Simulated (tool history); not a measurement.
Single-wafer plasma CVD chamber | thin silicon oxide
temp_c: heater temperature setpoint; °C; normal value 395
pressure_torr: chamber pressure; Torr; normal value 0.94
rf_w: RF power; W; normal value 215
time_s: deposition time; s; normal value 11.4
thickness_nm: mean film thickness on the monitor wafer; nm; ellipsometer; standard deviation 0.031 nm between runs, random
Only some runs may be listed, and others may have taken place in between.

run   hour  temp_c  pressure_torr  rf_w  time_s  wafers since the last listed run  hours since the last thermocouple change  hours since the last RF generator calibration  hours since the last manometer calibration  hours since the showerhead was replaced  hours since the gauge calibration  read-back reference wafer on the same gauge, thickness_nm  thickness_nm
  1      0     395           0.94   215    11.4                                 0                                    1693.3                                         2463.8                                      1936.9                                   3254.4                               85.6                                                     23.302        22.162
  2   11.1     395          1.086   215    11.4                               436                                    1704.4                                         2474.9                                        1948                                   3265.5                               96.7                                                     23.296        24.735
  3   54.4     395          1.086   215    11.4                              1703                                    1747.7                                         2518.2                                      1991.3                                   3308.8                                140                                                     23.304        24.658
  4   61.1     395          1.086   215    11.4                               263                                    1754.4                                         2524.9                                        1998                                   3315.5                              146.7                                                     23.301        24.635
      70.5  -- capacitance manometer re-zeroed and calibrated
  5     74     395           0.94   215    11.4                               192                                    1767.3                                         2537.8                                         3.5                                   3328.4                              159.6                                                      23.31        20.987
      83.3  -- thermocouple changed; heater temperature recalibrated
  6   86.9     395           0.94   215    11.4                               192                                       3.6                                         2550.7                                        16.4                                   3341.3                              172.5                                                     23.293        20.992
     102.8  -- RF generator calibrated
  7  103.3     395           0.94   215    11.4                               330                                        20                                            0.5                                        32.8                                   3357.7                              188.9                                                     23.293        20.956
  8  118.5     395           0.94   215    11.4                               597                                      35.2                                           15.7                                          48                                   3372.9                              204.1                                                     23.305         20.99
  9    126     388           0.94   215    11.4                               295                                      42.7                                           23.2                                        55.5                                   3380.4                              211.6                                                       23.3        21.095
     127.6  -- gauge calibrated
 10  135.9     395           0.94   215    11.4                               389                                      52.6                                           33.1                                        65.4                                   3390.3                                8.3                                                     23.301        21.035
 11  145.5     400          1.085   195    12.1                               377                                      62.2                                           42.7                                          75                                   3399.9                               17.9                                                     23.306        23.595
 12  157.7     395           0.94   215    11.4                               479                                      74.4                                           54.9                                        87.2                                   3412.1                               30.1                                                     23.292        21.042
     168.9  -- showerhead replaced
 13  169.4     395           0.94   235    11.4                               145                                      86.1                                           66.6                                        98.9                                      0.5                               41.8                                                     23.307            22
 14  180.3     395           0.94   215    13.1                               428                                        97                                           77.5                                       109.8                                     11.4                               52.7                                                     23.303        24.198
 15    192     410           0.81   240     9.3                               460                                     108.7                                           89.2                                       121.5                                     23.1                               64.4                                                     23.298        15.503
 16  201.8     409          0.879   215    11.4                               385                                     118.5                                             99                                       131.3                                     32.9                               74.2                                                     23.302         19.59
 17  210.5     408           0.94   235    13.4                               342                                     127.2                                          107.7                                         140                                     41.6                               82.9                                                     23.308        25.631
 18  223.6     382           0.79   215    11.4                               515                                     140.3                                          120.8                                       153.1                                     54.7                                 96                                                     23.298        17.807

Run-by-run hidden state of the tool:
wafer temperature above the value expected at the setpoint (K): 0 at every run
delivered RF power above the setpoint (%): 0 at every run
gauge reads high (%): 0 at every run
H1: true pressure above the setpoint (%)
run    H1
  1  8.85
  2  8.89
  3  9.05
  4  9.08
  5  1.39
  6  1.44
  7   1.5
  8  1.56
  9  1.58
 10  1.62
 11  1.66
 12   1.7
 13  1.75
 14  1.79
 15  1.83
 16  1.87
 17   1.9
 18  1.95
